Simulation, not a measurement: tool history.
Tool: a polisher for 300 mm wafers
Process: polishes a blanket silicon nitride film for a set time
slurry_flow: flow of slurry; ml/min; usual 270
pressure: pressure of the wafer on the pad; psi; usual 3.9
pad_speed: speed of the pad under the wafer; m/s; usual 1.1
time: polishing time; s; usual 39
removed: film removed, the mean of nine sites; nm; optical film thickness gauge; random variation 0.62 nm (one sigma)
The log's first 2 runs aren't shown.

run,hour,slurry_flow,pressure,pad_speed,time,"incoming thickness of the incoming film, nm",removed
# hour 24.6: worn pad replaced by a new one
3,25.1,270,3.9,1.1,49,417.9,91.7
4,32.3,270,3.9,1.1,49,427.5,92.5
5,83.8,270,3.9,1,39,425.2,67.2
6,97.4,270,3.9,1,39,419.6,67.1
7,104,270,3.9,1,39,415.3,67.7
8,119,270,3.9,1.1,39,423.4,71.2
9,128.7,270,3.9,1.1,39,413.3,72.9
10,136.1,270,3.9,1.1,39,419.7,73.8
11,143.2,270,3.9,1.1,39,426.5,72.7
# hour 152.7: worn pad replaced by a new one
12,156.4,270,3.9,1.1,39,425.5,72.5
13,171,270,3.9,1.1,39,422,71.8
14,178.7,270,3.9,1.1,32,425.4,58.9
15,195.6,270,4.9,1.1,39,420.5,90
16,206.2,270,3.9,0.84,39,424.7,58.2
17,219.9,270,3.9,1.1,39,414.3,72.2
18,226.8,215,3.9,1.1,44,419,77.5

The next listed run, before its measurement:
19,255.7,270,3.9,1.1,39,423.3,?

removed: 71.8 nm
Without the tool's hidden state the same run would have given removed 78.9 nm.

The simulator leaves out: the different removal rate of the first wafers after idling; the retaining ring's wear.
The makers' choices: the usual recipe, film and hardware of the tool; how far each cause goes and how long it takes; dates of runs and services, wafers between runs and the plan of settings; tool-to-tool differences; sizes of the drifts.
